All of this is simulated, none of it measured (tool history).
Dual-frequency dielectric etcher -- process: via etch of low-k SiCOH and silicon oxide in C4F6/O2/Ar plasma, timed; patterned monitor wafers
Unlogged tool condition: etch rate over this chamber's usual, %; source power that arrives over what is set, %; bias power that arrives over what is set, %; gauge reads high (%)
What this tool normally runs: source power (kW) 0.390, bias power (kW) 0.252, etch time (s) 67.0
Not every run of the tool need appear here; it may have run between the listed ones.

run,hour,source power (kW),bias power (kW),etch time (s),wafers since the last listed run,hours since the last wet clean,hours since the last source power generator calibration,hours since the last bias power generator calibration,hours since the last upper electrode change,hours since the gauge calibration,"read-back reference wafer on the same gauge, depth_nm",mean etch depth across the wafer (Å)
1,0.0,0.390,0.252,67.0,0,518.4,1483.5,2671.4,966.2,423.8,225.9,2226
# hour 40.2: wet clean of the chamber
2,40.7,0.390,0.252,67.0,214,0.5,1524.2,2712.1,1006.9,464.5,226.0,2185
3,97.4,0.390,0.252,67.0,727,57.2,1580.9,2768.8,1063.6,521.2,226.0,2186
4,177.1,0.430,0.302,67.0,1022,136.9,1660.6,2848.5,1143.3,600.9,226.3,2377
5,283.6,0.430,0.302,67.0,1366,243.4,1767.1,2955.0,1249.8,707.4,226.3,2399
6,330.8,0.430,0.302,67.0,605,290.6,1814.3,3002.2,1297.0,754.6,226.3,2404
7,369.5,0.390,0.252,59.0,496,329.3,1853.0,3040.9,1335.7,793.3,226.0,1938
# hour 561.8: source power generator calibrated
8,627.6,0.390,0.252,59.0,3260,587.4,65.8,3299.0,1593.8,1051.4,226.1,1933
# hour 703.0: wet clean of the chamber
9,703.5,0.390,0.252,59.0,666,0.5,141.7,3374.9,1669.7,1127.3,226.0,1891
10,768.2,0.420,0.252,73.0,830,65.2,206.4,3439.6,1734.4,1192.0,226.3,2425
# hour 800.4: gauge calibrated
11,842.3,0.420,0.252,73.0,950,139.3,280.5,3513.7,1808.5,41.9,225.9,2408
12,922.0,0.390,0.223,67.0,1022,219.0,360.2,3593.4,1888.2,121.6,225.9,2118
13,1005.9,0.390,0.252,81.0,1076,302.9,444.1,3677.3,1972.1,205.5,226.2,2635
# hour 1015.5: bias power generator calibrated
14,1092.5,0.390,0.304,81.5,1060,389.5,530.7,77.0,2058.7,292.1,225.9,2833
15,1150.8,0.470,0.281,56.5,748,447.8,589.0,135.3,2117.0,350.4,226.0,2041
16,1218.6,0.490,0.190,84.5,870,515.6,656.8,203.1,2184.8,418.2,225.9,2808
# hour 1314.2: wet clean of the chamber
17,1314.7,0.390,0.252,52.5,925,0.5,752.9,299.2,2280.9,514.3,226.1,1698
18,1370.3,0.390,0.294,67.0,713,56.1,808.5,354.8,2336.5,569.9,226.1,2278
19,1444.3,0.340,0.252,58.0,949,130.1,882.5,428.8,2410.5,643.9,225.9,1806
20,1529.1,0.300,0.212,67.0,1088,214.9,967.3,513.6,2495.3,728.7,225.9,1933
# hour 1560.0: upper electrode replaced
21,1569.2,0.420,0.252,73.0,206,255.0,1007.4,553.7,9.2,768.8,226.2,2448
22,1635.7,0.300,0.252,75.0,853,321.5,1073.9,620.2,75.7,835.3,226.0,2269
23,1693.9,0.390,0.252,67.0,746,379.7,1132.1,678.4,133.9,893.5,225.9,2205
24,1733.3,0.390,0.312,58.5,505,419.1,1171.5,717.8,173.3,932.9,225.9,2030
25,1796.6,0.390,0.193,67.0,812,482.4,1234.8,781.1,236.6,996.2,226.1,2075
# hour 1892.3: wet clean of the chamber
26,1892.8,0.480,0.219,60.0,926,0.5,1331.0,877.3,332.8,1092.4,226.1,2010
27,1973.0,0.390,0.252,67.0,1029,80.7,1411.2,957.5,413.0,1172.6,225.7,2188
28,2046.9,0.420,0.298,58.0,948,154.6,1485.1,1031.4,486.9,1246.5,225.8,2031

Here are 5 independent what-if runs from the current tool condition. What would each one return?
A,2047.3,0.390,0.252,48.5,5,155.0,1485.5,1031.8,487.3,1246.9,?,?
B,2047.3,0.360,0.269,52.5,5,155.0,1485.5,1031.8,487.3,1246.9,?,?
C,2047.3,0.330,0.252,82.0,5,155.0,1485.5,1031.8,487.3,1246.9,?,?
D,2047.3,0.440,0.252,61.0,5,155.0,1485.5,1031.8,487.3,1246.9,?,?
E,2047.3,0.330,0.287,67.0,5,155.0,1485.5,1031.8,487.3,1246.9,?,?

run,"read-back reference wafer on the same gauge, depth_nm",mean etch depth across the wafer (Å)
A,226.0,1584
B,226.0,1700
C,226.0,2536
D,226.0,2075
E,226.0,2147
Had the tool no hidden state, the same runs would have come out as:
run,mean etch depth across the wafer (Å)
A,1556
B,1669
C,2490
D,2037
E,2108
